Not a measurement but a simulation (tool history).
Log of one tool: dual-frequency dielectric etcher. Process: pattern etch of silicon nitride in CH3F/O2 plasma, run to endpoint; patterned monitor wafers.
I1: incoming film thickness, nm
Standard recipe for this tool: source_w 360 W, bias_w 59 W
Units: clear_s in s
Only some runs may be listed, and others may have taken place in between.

{"run": 1, "day": 0.0, "source_w": 360, "bias_w": 59, "I1": 71.9, "clear_s": 87.9}
{"run": 2, "day": 1.038, "source_w": 360, "bias_w": 59, "I1": 72.7, "clear_s": 88}
{"run": 3, "day": 3.312, "source_w": 360, "bias_w": 59, "I1": 72.3, "clear_s": 87.5}
{"run": 4, "day": 4.35, "source_w": 380, "bias_w": 59, "I1": 72, "clear_s": 85.6}
{"run": 5, "day": 6.362, "source_w": 380, "bias_w": 59, "I1": 72, "clear_s": 85.2}
{"run": 6, "day": 7.804, "source_w": 360, "bias_w": 59, "I1": 71.3, "clear_s": 84.9}
{"day": 11.175, "done": "wet clean of the chamber"}
{"run": 7, "day": 13.954, "source_w": 360, "bias_w": 59, "I1": 72, "clear_s": 87.3}
{"run": 8, "day": 18.471, "source_w": 330, "bias_w": 59, "I1": 72.1, "clear_s": 88.8}
{"run": 9, "day": 20.312, "source_w": 330, "bias_w": 59, "I1": 72, "clear_s": 89}
{"run": 10, "day": 22.358, "source_w": 360, "bias_w": 59, "I1": 72.4, "clear_s": 86.5}
{"day": 23.933, "done": "wet clean of the chamber"}
{"run": 11, "day": 25.146, "source_w": 360, "bias_w": 59, "I1": 71.8, "clear_s": 87.3}
{"day": 26.921, "done": "upper electrode replaced"}
{"run": 12, "day": 28.054, "source_w": 360, "bias_w": 59, "I1": 72.7, "clear_s": 88.1}
{"run": 13, "day": 30.175, "source_w": 300, "bias_w": 74, "I1": 72.5, "clear_s": 83.2}
{"day": 30.421, "done": "bias power generator calibrated"}
{"run": 14, "day": 31.246, "source_w": 440, "bias_w": 66, "I1": 72.7, "clear_s": 77.3}
{"run": 15, "day": 33.067, "source_w": 360, "bias_w": 59, "I1": 71.9, "clear_s": 85.9}
{"run": 16, "day": 34.821, "source_w": 380, "bias_w": 68, "I1": 72.2, "clear_s": 79}
{"run": 17, "day": 36.671, "source_w": 360, "bias_w": 49, "I1": 72.4, "clear_s": 94.2}
{"day": 36.929, "done": "source power generator calibrated"}
{"day": 37.962, "done": "wet clean of the chamber"}
{"run": 18, "day": 38.012, "source_w": 360, "bias_w": 59, "I1": 73, "clear_s": 89.2}
{"run": 19, "day": 45.625, "source_w": 300, "bias_w": 70, "I1": 72.7, "clear_s": 84.8}
{"run": 20, "day": 48.212, "source_w": 360, "bias_w": 59, "I1": 71.5, "clear_s": 85.8}
{"day": 52.125, "done": "wet clean of the chamber"}
{"run": 21, "day": 55.579, "source_w": 380, "bias_w": 68, "I1": 72.3, "clear_s": 80.4}
{"run": 22, "day": 57.654, "source_w": 330, "bias_w": 69, "I1": 72.6, "clear_s": 83.6}
{"run": 23, "day": 59.071, "source_w": 430, "bias_w": 59, "I1": 72.2, "clear_s": 82.2}
{"run": 24, "day": 60.112, "source_w": 360, "bias_w": 55, "I1": 71.7, "clear_s": 89.6}

Predict each of these 5 candidate next runs independently; none follows another, all start after run 24:
{"run": "A", "day": 60.133, "source_w": 360, "bias_w": 59, "I1": 72, "clear_s": "?"}
{"run": "B", "day": 60.133, "source_w": 290, "bias_w": 51, "I1": 72, "clear_s": "?"}
{"run": "C", "day": 60.133, "source_w": 270, "bias_w": 71, "I1": 72, "clear_s": "?"}
{"run": "D", "day": 60.133, "source_w": 430, "bias_w": 53, "I1": 72, "clear_s": "?"}
{"run": "E", "day": 60.133, "source_w": 280, "bias_w": 70, "I1": 72, "clear_s": "?"}

run=A clear_s=86.8
run=B clear_s=99.8
run=C clear_s=86.6
run=D clear_s=86.3
run=E clear_s=86.3
The same runs, with their run-to-run variation unchanged, on a tool lacking any hidden condition would have given:
run=A clear_s=87.7
run=B clear_s=100.8
run=C clear_s=87.5
run=D clear_s=87.2
run=E clear_s=87.2
